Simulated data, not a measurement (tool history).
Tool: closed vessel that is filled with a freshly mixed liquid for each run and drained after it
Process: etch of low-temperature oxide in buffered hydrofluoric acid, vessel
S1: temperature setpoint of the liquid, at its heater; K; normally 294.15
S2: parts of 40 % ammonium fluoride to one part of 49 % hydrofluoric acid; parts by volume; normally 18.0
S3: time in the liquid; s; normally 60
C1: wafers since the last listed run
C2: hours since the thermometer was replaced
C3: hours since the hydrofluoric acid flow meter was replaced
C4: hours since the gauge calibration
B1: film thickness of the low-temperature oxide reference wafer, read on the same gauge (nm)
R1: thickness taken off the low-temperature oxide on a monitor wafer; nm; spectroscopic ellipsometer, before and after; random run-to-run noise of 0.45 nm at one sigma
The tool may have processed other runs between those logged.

{"run": 1, "day": 0.0, "S1": 294.15, "S2": 18.0, "S3": 60, "C1": 0, "C2": 1539.5, "C3": 2246.3, "C4": 472.0, "B1": 129.99, "R1": 81.83}
{"run": 2, "day": 2.717, "S1": 294.15, "S2": 18.0, "S3": 60, "C1": 5613, "C2": 1604.7, "C3": 2311.5, "C4": 537.2, "B1": 129.97, "R1": 82.57}
{"run": 3, "day": 5.496, "S1": 294.15, "S2": 18.0, "S3": 60, "C1": 5742, "C2": 1671.4, "C3": 2378.2, "C4": 603.9, "B1": 129.98, "R1": 82.19}
{"run": 4, "day": 6.838, "S1": 294.15, "S2": 21.0, "S3": 65, "C1": 2772, "C2": 1703.6, "C3": 2410.4, "C4": 636.1, "B1": 130.02, "R1": 77.83}
{"run": 5, "day": 8.204, "S1": 294.15, "S2": 18.0, "S3": 60, "C1": 2823, "C2": 1736.4, "C3": 2443.2, "C4": 668.9, "B1": 130.0, "R1": 83.86}
{"run": 6, "day": 10.883, "S1": 294.15, "S2": 18.0, "S3": 60, "C1": 5535, "C2": 1800.7, "C3": 2507.5, "C4": 733.2, "B1": 129.99, "R1": 82.99}
{"day": 14.717, "done": "gauge calibrated"}
{"run": 7, "day": 15.688, "S1": 294.15, "S2": 18.0, "S3": 60, "C1": 9926, "C2": 1916.0, "C3": 2622.8, "C4": 23.3, "B1": 129.96, "R1": 84.27}
{"day": 16.883, "done": "hydrofluoric acid flow meter replaced"}
{"run": 8, "day": 16.904, "S1": 294.15, "S2": 18.0, "S3": 40, "C1": 2427, "C2": 1945.2, "C3": 0.5, "C4": 52.5, "B1": 130.0, "R1": 55.61}
{"run": 9, "day": 18.112, "S1": 294.15, "S2": 18.0, "S3": 60, "C1": 2496, "C2": 1974.2, "C3": 29.5, "C4": 81.5, "B1": 130.0, "R1": 84.08}
{"run": 10, "day": 19.675, "S1": 294.15, "S2": 18.0, "S3": 60, "C1": 3228, "C2": 2011.7, "C3": 67.0, "C4": 119.0, "B1": 130.01, "R1": 84.99}
{"run": 11, "day": 21.333, "S1": 294.15, "S2": 18.0, "S3": 60, "C1": 3426, "C2": 2051.5, "C3": 106.8, "C4": 158.8, "B1": 130.0, "R1": 83.94}
{"run": 12, "day": 27.442, "S1": 296.15, "S2": 18.0, "S3": 50, "C1": 12621, "C2": 2198.1, "C3": 253.4, "C4": 305.4, "B1": 130.0, "R1": 78.67}
{"day": 29.775, "done": "thermometer replaced"}
{"run": 13, "day": 30.017, "S1": 297.15, "S2": 15.5, "S3": 90, "C1": 5234, "C2": 5.8, "C3": 315.2, "C4": 367.2, "B1": 130.0, "R1": 153.55}
{"run": 14, "day": 32.333, "S1": 290.15, "S2": 18.0, "S3": 40, "C1": 4786, "C2": 61.4, "C3": 370.8, "C4": 422.8, "B1": 130.02, "R1": 40.47}
{"run": 15, "day": 34.108, "S1": 297.65, "S2": 18.0, "S3": 60, "C1": 3667, "C2": 104.0, "C3": 413.4, "C4": 465.4, "B1": 130.02, "R1": 91.95}
{"run": 16, "day": 37.579, "S1": 294.15, "S2": 18.0, "S3": 85, "C1": 7171, "C2": 187.3, "C3": 496.7, "C4": 548.7, "B1": 129.99, "R1": 107.12}

Below are 4 alternative next runs, each starting from the tool's condition after run 16. Predict each:
{"run": "A", "day": 37.608, "S1": 294.15, "S2": 18.0, "S3": 70, "C1": 60, "C2": 188.0, "C3": 497.4, "C4": 549.4, "B1": "?", "R1": "?"}
{"run": "B", "day": 37.608, "S1": 294.15, "S2": 22.0, "S3": 95, "C1": 60, "C2": 188.0, "C3": 497.4, "C4": 549.4, "B1": "?", "R1": "?"}
{"run": "C", "day": 37.608, "S1": 294.15, "S2": 15.0, "S3": 60, "C1": 60, "C2": 188.0, "C3": 497.4, "C4": 549.4, "B1": "?", "R1": "?"}
{"run": "D", "day": 37.608, "S1": 298.65, "S2": 24.5, "S3": 85, "C1": 60, "C2": 188.0, "C3": 497.4, "C4": 549.4, "B1": "?", "R1": "?"}

run=A B1=130.02 R1=88.43
run=B B1=130.02 R1=101.28
run=C B1=130.02 R1=90.71
run=D B1=130.02 R1=107.75
Had the tool no hidden state, the same runs would have come out as:
run=A R1=86.15
run=B R1=98.66
run=C R1=88.37
run=D R1=105.03
